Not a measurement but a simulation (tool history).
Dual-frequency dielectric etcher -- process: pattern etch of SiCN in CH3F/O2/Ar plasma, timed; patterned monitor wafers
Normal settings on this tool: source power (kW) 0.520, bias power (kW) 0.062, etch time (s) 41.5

| run | day | source power (kW) | bias power (kW) | etch time (s) | wafers since the last listed run | hours since the last wet clean | hours since the last source power generator calibration | hours since the last bias power generator calibration | hours since the last upper electrode change | hours since the gauge calibration | read-back reference wafer on the same gauge, depth_nm | mean etch depth across the wafer (Å) |
|---|---|---|---|---|---|---|---|---|---|---|---|---|
| 1 | 0.000 | 0.520 | 0.062 | 41.5 | 0 | 345.0 | 2471.8 | 2579.6 | 2511.1 | 252.9 | 14.50 | 155.3 |
|  | 2.388 | wet clean of the chamber |
| 2 | 2.500 | 0.520 | 0.062 | 41.5 | 430 | 2.7 | 2531.8 | 2639.6 | 2571.1 | 312.9 | 14.50 | 156.8 |
| 3 | 4.542 | 0.520 | 0.062 | 41.5 | 585 | 51.7 | 2580.8 | 2688.6 | 2620.1 | 361.9 | 14.51 | 155.7 |
| 4 | 6.758 | 0.520 | 0.062 | 41.5 | 635 | 104.9 | 2634.0 | 2741.8 | 2673.3 | 415.1 | 14.49 | 155.9 |
| 5 | 9.742 | 0.520 | 0.062 | 41.5 | 855 | 176.5 | 2705.6 | 2813.4 | 2744.9 | 486.7 | 14.51 | 155.0 |
| 6 | 12.050 | 0.520 | 0.062 | 41.5 | 661 | 231.9 | 2761.0 | 2868.8 | 2800.3 | 542.1 | 14.50 | 155.2 |
| 7 | 13.421 | 0.520 | 0.062 | 41.5 | 393 | 264.8 | 2793.9 | 2901.7 | 2833.2 | 575.0 | 14.51 | 155.8 |
| 8 | 15.354 | 0.520 | 0.067 | 41.5 | 554 | 311.2 | 2840.3 | 2948.1 | 2879.6 | 621.4 | 14.50 | 159.8 |
|  | 17.150 | upper electrode replaced |
|  | 17.317 | wet clean of the chamber |
| 9 | 17.388 | 0.520 | 0.067 | 41.5 | 247 | 1.7 | 2889.1 | 2996.9 | 5.7 | 670.2 | 14.48 | 160.3 |
|  | 18.017 | bias power generator calibrated |
| 10 | 19.629 | 0.560 | 0.062 | 36.0 | 594 | 55.5 | 2942.9 | 38.7 | 59.5 | 724.0 | 14.49 | 140.2 |
| 11 | 21.204 | 0.560 | 0.062 | 36.0 | 451 | 93.3 | 2980.7 | 76.5 | 97.3 | 761.8 | 14.51 | 140.5 |
| 12 | 22.229 | 0.520 | 0.062 | 41.5 | 293 | 117.9 | 3005.3 | 101.1 | 121.9 | 786.4 | 14.50 | 157.9 |
| 13 | 23.971 | 0.520 | 0.062 | 41.5 | 499 | 159.7 | 3047.1 | 142.9 | 163.7 | 828.2 | 14.51 | 157.7 |
| 14 | 24.971 | 0.440 | 0.062 | 49.5 | 286 | 183.7 | 3071.1 | 166.9 | 187.7 | 852.2 | 14.50 | 180.3 |
| 15 | 26.496 | 0.520 | 0.062 | 49.5 | 437 | 220.3 | 3107.7 | 203.5 | 224.3 | 888.8 | 14.50 | 188.3 |
| 16 | 29.171 | 0.520 | 0.067 | 51.5 | 766 | 284.5 | 3171.9 | 267.7 | 288.5 | 953.0 | 14.49 | 202.9 |
|  | 29.496 | source power generator calibrated |
| 17 | 30.671 | 0.520 | 0.062 | 41.5 | 382 | 320.5 | 28.2 | 303.7 | 324.5 | 989.0 | 14.49 | 158.4 |
|  | 31.271 | gauge calibrated |
|  | 32.088 | wet clean of the chamber |
| 18 | 32.679 | 0.400 | 0.074 | 34.5 | 289 | 14.2 | 76.4 | 351.9 | 372.7 | 33.8 | 14.50 | 131.7 |
| 19 | 34.671 | 0.450 | 0.062 | 41.5 | 570 | 62.0 | 124.2 | 399.7 | 420.5 | 81.6 | 14.50 | 151.9 |
| 20 | 37.621 | 0.580 | 0.047 | 47.5 | 845 | 132.8 | 195.0 | 470.5 | 491.3 | 152.4 | 14.50 | 167.1 |
| 21 | 38.883 | 0.480 | 0.052 | 50.5 | 361 | 163.1 | 225.3 | 500.8 | 521.6 | 182.7 | 14.52 | 174.7 |
| 22 | 40.288 | 0.590 | 0.071 | 35.5 | 402 | 196.8 | 259.0 | 534.5 | 555.3 | 216.4 | 14.51 | 147.3 |
| 23 | 41.638 | 0.560 | 0.062 | 49.0 | 387 | 229.2 | 291.4 | 566.9 | 587.7 | 248.8 | 14.50 | 190.2 |
| 24 | 43.262 | 0.590 | 0.062 | 41.5 | 465 | 268.2 | 330.4 | 605.9 | 626.7 | 287.8 | 14.51 | 163.2 |
| 25 | 45.317 | 0.520 | 0.062 | 41.5 | 588 | 317.5 | 379.7 | 655.2 | 676.0 | 337.1 | 14.49 | 157.3 |
|  | 47.875 | wet clean of the chamber |
| 26 | 47.896 | 0.620 | 0.073 | 48.0 | 452 | 0.5 | 441.6 | 717.1 | 737.9 | 399.0 | 14.50 | 205.4 |

Branching from run 26: 3 alternative next runs. What would each branch give?
| A | 47.912 | 0.520 | 0.074 | 41.5 | 4 | 0.9 | 442.0 | 717.5 | 738.3 | 399.4 | ? | ? |
| B | 47.912 | 0.560 | 0.062 | 51.0 | 4 | 0.9 | 442.0 | 717.5 | 738.3 | 399.4 | ? | ? |
| C | 47.912 | 0.620 | 0.062 | 41.5 | 4 | 0.9 | 442.0 | 717.5 | 738.3 | 399.4 | ? | ? |

| run | read-back reference wafer on the same gauge, depth_nm | mean etch depth across the wafer (Å) |
|---|---|---|
| A | 14.51 | 169.1 |
| B | 14.51 | 198.0 |
| C | 14.51 | 165.9 |
Had the tool no hidden state, the same runs would have come out as:
| run | mean etch depth across the wafer (Å) |
|---|---|
| A | 170.7 |
| B | 199.7 |
| C | 167.4 |

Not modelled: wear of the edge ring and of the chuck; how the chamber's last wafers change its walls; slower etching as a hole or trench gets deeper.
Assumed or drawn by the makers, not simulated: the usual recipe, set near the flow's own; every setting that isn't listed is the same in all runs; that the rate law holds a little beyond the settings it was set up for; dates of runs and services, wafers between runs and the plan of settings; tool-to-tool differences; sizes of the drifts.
